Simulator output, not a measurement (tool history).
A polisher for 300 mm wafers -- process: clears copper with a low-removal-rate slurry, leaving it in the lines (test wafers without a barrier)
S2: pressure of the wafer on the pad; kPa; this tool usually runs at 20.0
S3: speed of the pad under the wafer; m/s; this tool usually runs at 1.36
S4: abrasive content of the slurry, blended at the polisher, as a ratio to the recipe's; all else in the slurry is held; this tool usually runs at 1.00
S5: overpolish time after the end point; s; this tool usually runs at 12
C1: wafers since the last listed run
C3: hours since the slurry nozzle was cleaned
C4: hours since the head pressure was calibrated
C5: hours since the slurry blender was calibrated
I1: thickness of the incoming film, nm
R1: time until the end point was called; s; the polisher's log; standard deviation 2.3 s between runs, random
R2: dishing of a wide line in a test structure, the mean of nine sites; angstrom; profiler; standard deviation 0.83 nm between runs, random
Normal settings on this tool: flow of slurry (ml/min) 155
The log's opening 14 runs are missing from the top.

run 15 hour=233.9 | flow_of_slurry_(ml/min)=110 S2=20.0 S3=1.36 S4=1.00 S5=9 | C1=79 wafers_polished_on_this_pad=85 C3=205.3 C4=143.4 C5=105.8 | I1=586.0 | R1=144.6 R2=285
run 16 hour=250.0 | flow_of_slurry_(ml/min)=155 S2=24.1 S3=1.36 S4=0.90 S5=19 | C1=116 wafers_polished_on_this_pad=202 C3=221.4 C4=159.5 C5=121.9 | I1=594.9 | R1=114.6 R2=644
run 17 hour=256.8 | flow_of_slurry_(ml/min)=155 S2=20.0 S3=1.36 S4=1.10 S5=12 | C1=49 wafers_polished_on_this_pad=251 C3=228.2 C4=166.3 C5=128.7 | I1=584.0 | R1=131.9 R2=409
run 18 hour=270.0 | flow_of_slurry_(ml/min)=155 S2=20.0 S3=1.36 S4=1.00 S5=12 | C1=95 wafers_polished_on_this_pad=347 C3=241.4 C4=179.5 C5=141.9 | I1=595.3 | R1=135.6 R2=388
run 19 hour=276.2 | flow_of_slurry_(ml/min)=155 S2=22.8 S3=1.36 S4=1.00 S5=15 | C1=44 wafers_polished_on_this_pad=392 C3=247.6 C4=185.7 C5=148.1 | I1=587.9 | R1=122.0 R2=539
run 20 hour=289.3 | flow_of_slurry_(ml/min)=170 S2=17.9 S3=1.36 S4=1.00 S5=12 | C1=95 wafers_polished_on_this_pad=487 C3=260.7 C4=198.8 C5=161.2 | I1=578.6 | R1=145.2 R2=372
run 21 hour=306.8 | flow_of_slurry_(ml/min)=155 S2=20.0 S3=1.56 S4=1.00 S5=12 | C1=126 wafers_polished_on_this_pad=614 C3=278.2 C4=216.3 C5=178.7 | I1=583.3 | R1=117.1 R2=425
run 22 hour=322.9 | flow_of_slurry_(ml/min)=135 S2=20.0 S3=1.36 S4=1.00 S5=12 | C1=116 wafers_polished_on_this_pad=731 C3=294.3 C4=232.4 C5=194.8 | I1=582.0 | R1=136.6 R2=393
run 23 hour=338.8 | flow_of_slurry_(ml/min)=155 S2=20.0 S3=1.36 S4=1.00 S5=12 | C1=115 wafers_polished_on_this_pad=846 C3=310.2 C4=248.3 C5=210.7 | I1=593.3 | R1=132.4 R2=409
run 24 hour=354.2 | flow_of_slurry_(ml/min)=155 S2=20.0 S3=1.36 S4=1.00 S5=12 | C1=111 wafers_polished_on_this_pad=958 C3=325.6 C4=263.7 C5=226.1 | I1=582.3 | R1=134.8 R2=383
-- hour=364.3 worn pad replaced by a new one
run 25 hour=364.7 | flow_of_slurry_(ml/min)=155 S2=20.0 S3=1.36 S4=1.00 S5=12 | C1=47 wafers_polished_on_this_pad=2 C3=336.1 C4=274.2 C5=236.6 | I1=591.3 | R1=137.0 R2=398
run 26 hour=371.4 | flow_of_slurry_(ml/min)=155 S2=17.9 S3=1.36 S4=1.00 S5=12 | C1=48 wafers_polished_on_this_pad=51 C3=342.8 C4=280.9 C5=243.3 | I1=583.3 | R1=151.2 R2=360
run 27 hour=381.9 | flow_of_slurry_(ml/min)=140 S2=26.2 S3=1.36 S4=0.70 S5=12 | C1=76 wafers_polished_on_this_pad=127 C3=353.3 C4=291.4 C5=253.8 | I1=589.4 | R1=112.7 R2=470
run 28 hour=394.5 | flow_of_slurry_(ml/min)=155 S2=20.0 S3=1.36 S4=1.00 S5=12 | C1=91 wafers_polished_on_this_pad=219 C3=365.9 C4=304.0 C5=266.4 | I1=595.2 | R1=138.9 R2=390
run 29 hour=403.9 | flow_of_slurry_(ml/min)=155 S2=20.0 S3=1.36 S4=1.00 S5=5 | C1=68 wafers_polished_on_this_pad=287 C3=375.3 C4=313.4 C5=275.8 | I1=597.3 | R1=138.4 R2=185
run 30 hour=412.2 | flow_of_slurry_(ml/min)=115 S2=20.0 S3=1.24 S4=0.85 S5=17 | C1=60 wafers_polished_on_this_pad=347 C3=383.6 C4=321.7 C5=284.1 | I1=591.1 | R1=157.7 R2=466

Alternative continuations, all from the tool just after run 30; predict every row:
run A hour=412.7 | flow_of_slurry_(ml/min)=155 S2=20.0 S3=1.36 S4=1.00 S5=12 | C1=3 wafers_polished_on_this_pad=351 C3=384.1 C4=322.2 C5=284.6 | I1=589.2 | R1=? R2=?
run B hour=412.7 | flow_of_slurry_(ml/min)=120 S2=20.0 S3=1.36 S4=1.00 S5=12 | C1=3 wafers_polished_on_this_pad=351 C3=384.1 C4=322.2 C5=284.6 | I1=589.2 | R1=? R2=?
run C hour=412.7 | flow_of_slurry_(ml/min)=155 S2=13.8 S3=1.36 S4=1.00 S5=12 | C1=3 wafers_polished_on_this_pad=351 C3=384.1 C4=322.2 C5=284.6 | I1=589.2 | R1=? R2=?

run=A R1=138.1 R2=390
run=B R1=144.9 R2=374
run=C R1=200.2 R2=277
Stripped of hidden state, with their random variation kept, the same runs would have yielded:
run=A R1=138.1 R2=390
run=B R1=144.9 R2=374
run=C R1=200.2 R2=277
